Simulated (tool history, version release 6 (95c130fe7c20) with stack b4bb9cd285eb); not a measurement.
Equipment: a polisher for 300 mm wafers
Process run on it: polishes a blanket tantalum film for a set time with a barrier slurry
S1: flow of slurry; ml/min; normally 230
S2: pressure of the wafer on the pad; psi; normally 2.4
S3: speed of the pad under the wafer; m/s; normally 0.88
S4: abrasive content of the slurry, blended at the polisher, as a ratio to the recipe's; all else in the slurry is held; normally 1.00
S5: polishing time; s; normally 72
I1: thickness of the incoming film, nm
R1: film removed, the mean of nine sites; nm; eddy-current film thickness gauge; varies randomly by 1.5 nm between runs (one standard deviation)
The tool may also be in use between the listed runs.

run 1 hour=0.0 | S1=230 S2=2.0 S3=0.88 S4=1.00 S5=56 | I1=349.5 | R1=69.0
run 2 hour=12.2 | S1=230 S2=2.4 S3=0.88 S4=1.00 S5=72 | I1=347.9 | R1=98.8
run 3 hour=28.9 | S1=230 S2=2.4 S3=0.88 S4=1.00 S5=72 | I1=346.7 | R1=97.7
run 4 hour=48.3 | S1=230 S2=2.4 S3=0.88 S4=1.00 S5=83 | I1=348.1 | R1=111.8
run 5 hour=67.5 | S1=230 S2=2.4 S3=0.88 S4=1.00 S5=72 | I1=352.3 | R1=92.6
-- hour=86.4 worn pad replaced by a new one
run 6 hour=86.9 | S1=230 S2=2.4 S3=0.88 S4=1.00 S5=72 | I1=350.7 | R1=103.4
run 7 hour=103.8 | S1=230 S2=2.4 S3=0.88 S4=1.00 S5=72 | I1=348.1 | R1=101.1
-- hour=109.9 slurry blender recalibrated
-- hour=134.6 head pressure recalibrated
run 8 hour=139.0 | S1=230 S2=2.4 S3=0.88 S4=1.00 S5=72 | I1=356.8 | R1=100.1
run 9 hour=155.9 | S1=230 S2=2.8 S3=1.08 S4=1.10 S5=72 | I1=348.3 | R1=141.7
run 10 hour=182.3 | S1=300 S2=2.4 S3=0.68 S4=1.00 S5=72 | I1=347.9 | R1=79.8
run 11 hour=200.2 | S1=175 S2=2.4 S3=0.88 S4=0.85 S5=72 | I1=348.9 | R1=87.2
run 12 hour=219.6 | S1=230 S2=2.8 S3=0.88 S4=1.00 S5=72 | I1=353.1 | R1=104.7
-- hour=227.5 worn pad replaced by a new one
-- hour=247.2 slurry nozzle cleaned
run 13 hour=248.7 | S1=230 S2=2.4 S3=0.88 S4=1.00 S5=72 | I1=355.6 | R1=101.0
run 14 hour=262.8 | S1=230 S2=2.7 S3=1.10 S4=1.10 S5=72 | I1=350.3 | R1=138.0
run 15 hour=297.1 | S1=230 S2=2.4 S3=0.62 S4=1.00 S5=72 | I1=348.1 | R1=73.9
run 16 hour=320.9 | S1=230 S2=1.7 S3=1.14 S4=1.00 S5=53 | I1=353.2 | R1=75.2

Consider 3 possible next runs. They are alternatives, not a sequence: every one starts from the tool as it was left by run 16. What does each give?
run A hour=321.3 | S1=255 S2=2.4 S3=0.88 S4=1.00 S5=72 | I1=351.3 | R1=?
run B hour=321.3 | S1=260 S2=2.4 S3=0.70 S4=1.20 S5=84 | I1=351.3 | R1=?
run C hour=321.3 | S1=230 S2=2.0 S3=0.88 S4=1.00 S5=72 | I1=351.3 | R1=?

run=A R1=101.6
run=B R1=100.6
run=C R1=89.1
With the hidden condition removed and each run's random variation left untouched, the same runs would have given:
run=A R1=105.6
run=B R1=104.7
run=C R1=92.7
